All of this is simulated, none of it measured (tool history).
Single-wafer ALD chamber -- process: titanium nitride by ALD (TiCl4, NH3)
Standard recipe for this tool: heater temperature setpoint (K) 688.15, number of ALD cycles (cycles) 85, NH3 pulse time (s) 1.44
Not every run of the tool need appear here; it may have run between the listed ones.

| run | day | heater temperature setpoint (K) | number of ALD cycles (cycles) | NH3 pulse time (s) | read-back reference wafer on the same gauge, thickness_nm | mean film thickness on the monitor wafer (nm) |
|---|---|---|---|---|---|---|
| 1 | 0.000 | 688.15 | 85 | 1.44 | 2.222 | 1.978 |
| 2 | 1.275 | 688.15 | 85 | 1.44 | 2.219 | 1.975 |
| 3 | 2.058 | 688.15 | 85 | 1.29 | 2.222 | 1.981 |
| 4 | 2.600 | 682.15 | 85 | 1.44 | 2.218 | 1.956 |
| 5 | 6.183 | 682.15 | 85 | 1.44 | 2.221 | 1.988 |
| 6 | 7.046 | 682.15 | 85 | 1.44 | 2.219 | 1.964 |
| 7 | 8.154 | 688.15 | 85 | 1.44 | 2.221 | 1.980 |
| 8 | 8.688 | 688.15 | 95 | 1.44 | 2.217 | 2.191 |
| 9 | 9.196 | 688.15 | 85 | 1.44 | 2.218 | 1.993 |
| 10 | 9.946 | 688.15 | 85 | 1.44 | 2.218 | 1.972 |
| 11 | 11.208 | 688.15 | 85 | 1.44 | 2.217 | 1.977 |
| 12 | 12.000 | 688.15 | 85 | 1.44 | 2.218 | 1.989 |
| 13 | 13.042 | 688.15 | 85 | 1.44 | 2.222 | 1.977 |
| 14 | 15.717 | 688.15 | 90 | 1.44 | 2.222 | 2.120 |
| 15 | 16.658 | 688.15 | 90 | 1.44 | 2.220 | 2.086 |
| 16 | 17.754 | 688.15 | 90 | 1.44 | 2.221 | 2.107 |
| 17 | 19.212 | 677.15 | 85 | 1.44 | 2.218 | 1.984 |
| 18 | 19.804 | 688.15 | 85 | 1.44 | 2.218 | 1.984 |
| 19 | 20.379 | 699.15 | 85 | 1.44 | 2.221 | 1.982 |
| 20 | 21.146 | 683.15 | 94 | 1.44 | 2.218 | 2.180 |
| 21 | 22.388 | 697.15 | 97 | 1.44 | 2.217 | 2.272 |
| 22 | 23.662 | 701.15 | 85 | 1.44 | 2.217 | 1.985 |
| 23 | 24.671 | 688.15 | 85 | 1.44 | 2.222 | 1.980 |
| 24 | 26.142 | 692.15 | 98 | 0.97 | 2.219 | 2.263 |
| 25 | 27.325 | 683.15 | 85 | 1.44 | 2.220 | 1.977 |
| 26 | 27.946 | 680.15 | 85 | 1.44 | 2.224 | 1.963 |
| 27 | 32.296 | 688.15 | 85 | 1.24 | 2.221 | 1.973 |
| 28 | 33.088 | 695.15 | 68 | 1.95 | 2.218 | 1.606 |
| 29 | 34.212 | 688.15 | 85 | 1.44 | 2.219 | 1.990 |
| 30 | 35.275 | 688.15 | 85 | 1.44 | 2.222 | 1.975 |
| 31 | 36.508 | 688.15 | 85 | 1.44 | 2.220 | 1.973 |
| 32 | 37.833 | 692.15 | 85 | 1.76 | 2.225 | 1.986 |
| 33 | 38.946 | 673.15 | 95 | 1.93 | 2.220 | 2.205 |
| 34 | 39.688 | 688.15 | 85 | 1.44 | 2.224 | 1.982 |
| 35 | 40.833 | 688.15 | 85 | 1.66 | 2.222 | 1.998 |
| 36 | 41.433 | 677.15 | 70 | 1.44 | 2.221 | 1.624 |
| 37 | 42.571 | 694.15 | 101 | 1.60 | 2.222 | 2.352 |
| 38 | 43.100 | 688.15 | 76 | 1.44 | 2.220 | 1.757 |
| 39 | 44.362 | 677.15 | 96 | 0.92 | 2.219 | 2.183 |

Removed from this log: 3 entries logged between the listed runs. Between which two listed runs does each belong, and how does the tool's hidden state at the listed run before it compare with that at the listed run after it?
Between runs 13 and 14: showerhead replaced (day 15.567)
  both runs share identical hidden conditions
Between runs 24 and 25: gauge calibrated (day 27.012)
  both runs share identical hidden conditions
Between runs 26 and 27: thermocouple changed; heater temperature recalibrated (day 32.242)
  both runs share identical hidden conditions
